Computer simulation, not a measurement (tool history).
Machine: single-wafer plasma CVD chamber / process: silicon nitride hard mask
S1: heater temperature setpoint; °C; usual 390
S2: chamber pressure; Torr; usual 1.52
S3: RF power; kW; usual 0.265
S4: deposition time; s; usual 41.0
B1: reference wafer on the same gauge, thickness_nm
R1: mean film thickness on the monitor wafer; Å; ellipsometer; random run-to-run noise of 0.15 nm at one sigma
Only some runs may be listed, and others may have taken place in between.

run 1 hour=0.0 | S1=390 S2=1.52 S3=0.290 S4=41.0 | B1=40.089 | R1=463.81
run 2 hour=24.3 | S1=390 S2=1.52 S3=0.290 S4=41.0 | B1=40.094 | R1=465.00
run 3 hour=47.8 | S1=390 S2=1.52 S3=0.290 S4=41.0 | B1=40.108 | R1=464.49
-- hour=69.5 thermocouple changed; heater temperature recalibrated
run 4 hour=74.4 | S1=390 S2=1.52 S3=0.265 S4=41.0 | B1=40.094 | R1=441.82
run 5 hour=109.6 | S1=390 S2=1.81 S3=0.265 S4=41.0 | B1=40.098 | R1=461.64
-- hour=139.4 showerhead replaced
run 6 hour=143.1 | S1=390 S2=1.52 S3=0.265 S4=41.0 | B1=40.116 | R1=439.31
run 7 hour=158.1 | S1=400 S2=1.52 S3=0.305 S4=41.0 | B1=40.112 | R1=472.30
run 8 hour=182.6 | S1=390 S2=1.52 S3=0.265 S4=34.3 | B1=40.104 | R1=366.43
run 9 hour=210.8 | S1=390 S2=1.40 S3=0.220 S4=46.2 | B1=40.087 | R1=432.03
run 10 hour=227.2 | S1=377 S2=1.74 S3=0.280 S4=41.0 | B1=40.080 | R1=472.47
run 11 hour=262.8 | S1=397 S2=1.52 S3=0.245 S4=35.2 | B1=40.107 | R1=358.97
run 12 hour=285.3 | S1=404 S2=1.31 S3=0.265 S4=34.7 | B1=40.093 | R1=349.28
run 13 hour=308.0 | S1=390 S2=1.52 S3=0.265 S4=41.0 | B1=40.098 | R1=433.71
run 14 hour=339.1 | S1=380 S2=1.52 S3=0.265 S4=41.0 | B1=40.109 | R1=435.57
run 15 hour=357.3 | S1=390 S2=1.52 S3=0.265 S4=41.0 | B1=40.110 | R1=430.30
run 16 hour=378.1 | S1=390 S2=1.74 S3=0.295 S4=44.6 | B1=40.116 | R1=521.57
-- hour=404.2 RF generator calibrated
-- hour=428.4 capacitance manometer re-zeroed and calibrated
run 17 hour=433.3 | S1=390 S2=1.52 S3=0.265 S4=41.0 | B1=40.112 | R1=471.49
run 18 hour=452.5 | S1=390 S2=1.52 S3=0.240 S4=45.1 | B1=40.089 | R1=492.85
run 19 hour=483.0 | S1=390 S2=1.52 S3=0.265 S4=41.0 | B1=40.087 | R1=471.42
run 20 hour=495.7 | S1=390 S2=1.52 S3=0.290 S4=41.0 | B1=40.102 | R1=492.81
-- hour=534.9 gauge calibrated
run 21 hour=592.4 | S1=390 S2=1.63 S3=0.265 S4=35.3 | B1=40.096 | R1=413.43
run 22 hour=621.3 | S1=402 S2=1.36 S3=0.230 S4=41.0 | B1=40.072 | R1=418.12
run 23 hour=634.9 | S1=390 S2=1.40 S3=0.220 S4=46.2 | B1=40.091 | R1=464.52
run 24 hour=661.0 | S1=390 S2=1.52 S3=0.265 S4=41.0 | B1=40.115 | R1=469.58
run 25 hour=694.0 | S1=390 S2=1.52 S3=0.265 S4=41.0 | B1=40.115 | R1=472.38
run 26 hour=729.0 | S1=382 S2=1.88 S3=0.310 S4=34.2 | B1=40.109 | R1=455.86
run 27 hour=758.0 | S1=386 S2=1.52 S3=0.265 S4=41.0 | B1=40.096 | R1=473.67
run 28 hour=793.8 | S1=390 S2=1.52 S3=0.300 S4=48.9 | B1=40.102 | R1=600.18

Below are 5 alternative next runs, each starting from the tool's condition after run 28. Predict each:
run A hour=794.2 | S1=390 S2=1.52 S3=0.225 S4=41.0 | B1=? | R1=?
run B hour=794.2 | S1=390 S2=1.64 S3=0.310 S4=35.2 | B1=? | R1=?
run C hour=794.2 | S1=380 S2=1.90 S3=0.295 S4=38.2 | B1=? | R1=?
run D hour=794.2 | S1=397 S2=1.17 S3=0.240 S4=47.2 | B1=? | R1=?
run E hour=794.2 | S1=386 S2=1.52 S3=0.315 S4=43.7 | B1=? | R1=?

run=A B1=40.113 R1=426.54
run=B B1=40.113 R1=447.29
run=C B1=40.113 R1=494.12
run=D B1=40.113 R1=468.34
run=E B1=40.113 R1=548.84
With no hidden state in the tool, these same runs would have given:
run=A R1=429.58
run=B R1=450.39
run=C R1=497.50
run=D R1=471.82
run=E R1=552.65

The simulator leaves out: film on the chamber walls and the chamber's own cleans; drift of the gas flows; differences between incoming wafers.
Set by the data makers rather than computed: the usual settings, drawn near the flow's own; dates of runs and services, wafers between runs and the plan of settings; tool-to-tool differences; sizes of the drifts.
